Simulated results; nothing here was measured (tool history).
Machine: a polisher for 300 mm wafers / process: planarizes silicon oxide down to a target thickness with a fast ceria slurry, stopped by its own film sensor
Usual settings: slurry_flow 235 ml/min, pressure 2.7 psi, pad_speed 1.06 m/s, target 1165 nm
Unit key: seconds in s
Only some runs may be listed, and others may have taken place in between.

| run | hour | slurry_flow | pressure | pad_speed | target | incoming thickness of the incoming film, nm | seconds |
|---|---|---|---|---|---|---|---|
| 1 | 0.0 | 235 | 2.7 | 1.06 | 1165 | 2070.7 | 64.3 |
| 2 | 31.6 | 235 | 2.7 | 1.06 | 1165 | 2061.9 | 63.7 |
| 3 | 61.9 | 235 | 2.7 | 1.06 | 1165 | 2063.1 | 65.2 |
| 4 | 85.5 | 235 | 2.7 | 1.06 | 1165 | 2056.5 | 62.2 |
| 5 | 120.2 | 235 | 2.7 | 1.06 | 1165 | 2031.5 | 62.0 |
| 6 | 146.6 | 235 | 2.7 | 1.06 | 1165 | 2032.6 | 63.5 |
| 7 | 168.9 | 235 | 2.7 | 1.06 | 1165 | 2083.9 | 61.1 |
| 8 | 201.4 | 235 | 2.7 | 1.26 | 1165 | 2074.3 | 54.3 |
| 9 | 229.8 | 165 | 2.7 | 1.06 | 1165 | 2040.3 | 62.7 |
| 10 | 246.0 | 260 | 3.2 | 1.06 | 1165 | 2026.6 | 50.5 |
| 11 | 269.8 | 210 | 2.1 | 1.06 | 1458 | 2070.4 | 53.1 |
| 12 | 297.2 | 235 | 3.0 | 0.78 | 1165 | 2061.1 | 69.4 |
| 13 | 310.3 | 235 | 2.7 | 1.24 | 994 | 2058.4 | 67.0 |
| 14 | 326.3 | 235 | 2.7 | 1.06 | 1165 | 2051.9 | 62.0 |
| 15 | 347.7 | 155 | 2.4 | 1.28 | 1266 | 2039.9 | 55.1 |
| 16 | 368.6 | 270 | 2.1 | 1.06 | 963 | 2033.1 | 91.7 |
| 17 | 388.6 | 235 | 2.7 | 1.06 | 1165 | 2072.1 | 64.0 |

Removed from this log: 7 entries logged between the listed runs. Between which two listed runs does each belong, and how does the tool's hidden state at the listed run before it compare with that at the listed run after it?
Between runs 2 and 3: worn pad replaced by a new one (hour 36.3)
  deviation of the head's pressure from its setpoint, %: -8.35 -> -8.45
  difference, measured minus the result without the unlogged condition, seconds: +4.6 -> +4.7 s
Between runs 4 and 5: worn pad replaced by a new one (hour 119.7)
  deviation of the head's pressure from its setpoint, %: -8.52 -> -8.6
  difference, measured minus the result without the unlogged condition, seconds: +4.5 -> +4.5 s
Between runs 6 and 7: head pressure recalibrated (hour 152.1)
  deviation of the head's pressure from its setpoint, %: -8.65 -> -0.756
  difference, measured minus the result without the unlogged condition, seconds: +4.7 -> +0.4 s
Between runs 7 and 8: worn pad replaced by a new one (hour 200.9)
  deviation of the head's pressure from its setpoint, %: -0.756 -> -2.21
  difference, measured minus the result without the unlogged condition, seconds: +0.4 -> +1.0 s
Between runs 9 and 10: slurry nozzle cleaned (hour 240.0)
  deviation of the head's pressure from its setpoint, %: -3.28 -> -3.82
  difference, measured minus the result without the unlogged condition, seconds: +1.8 -> +1.6 s
Between runs 11 and 12: worn pad replaced by a new one (hour 285.1)
  deviation of the head's pressure from its setpoint, %: -4.52 -> -5.22
  difference, measured minus the result without the unlogged condition, seconds: +2.1 -> +3.1 s
Between runs 15 and 16: worn pad replaced by a new one (hour 366.4)
  deviation of the head's pressure from its setpoint, %: -6.26 -> -6.6
  difference, measured minus the result without the unlogged condition, seconds: +2.9 -> +5.1 s

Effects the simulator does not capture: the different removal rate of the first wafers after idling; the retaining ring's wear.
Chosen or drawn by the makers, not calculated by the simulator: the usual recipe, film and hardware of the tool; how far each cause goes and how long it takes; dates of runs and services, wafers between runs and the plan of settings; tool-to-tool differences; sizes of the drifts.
